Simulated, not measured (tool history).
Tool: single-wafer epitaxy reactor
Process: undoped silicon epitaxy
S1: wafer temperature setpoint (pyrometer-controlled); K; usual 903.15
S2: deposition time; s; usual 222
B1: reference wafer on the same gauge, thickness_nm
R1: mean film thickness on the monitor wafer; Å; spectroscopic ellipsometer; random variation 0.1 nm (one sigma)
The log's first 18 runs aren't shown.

run   hour      S1   S2      B1      R1
 19  233.1  909.15  185  17.824  207.39
     238.5  -- gauge calibrated
 20  244.8  903.15  256  17.800  248.87
 21  260.8  903.15  222  17.833  214.21
 22  270.4  891.15  222  17.845  157.32
 23  285.3  913.15  222  17.835  276.81
     303.7  -- pyrometer calibrated
 24  304.2  909.15  248  17.805  277.30
 25  320.1  918.15  244  17.783  344.73
 26  335.0  903.15  222  17.765  214.07
 27  347.0  903.15  222  17.792  214.16
 28  360.7  903.15  266  17.852  257.79
 29  377.0  903.15  222  17.795  213.74

Forecast run 30:
 30  389.8  912.15  205   ?   ?

{"run 30": {"B1": 17.833, "R1": 250.58}}
Without the tool's hidden state the same run would have given R1 250.58 Å.

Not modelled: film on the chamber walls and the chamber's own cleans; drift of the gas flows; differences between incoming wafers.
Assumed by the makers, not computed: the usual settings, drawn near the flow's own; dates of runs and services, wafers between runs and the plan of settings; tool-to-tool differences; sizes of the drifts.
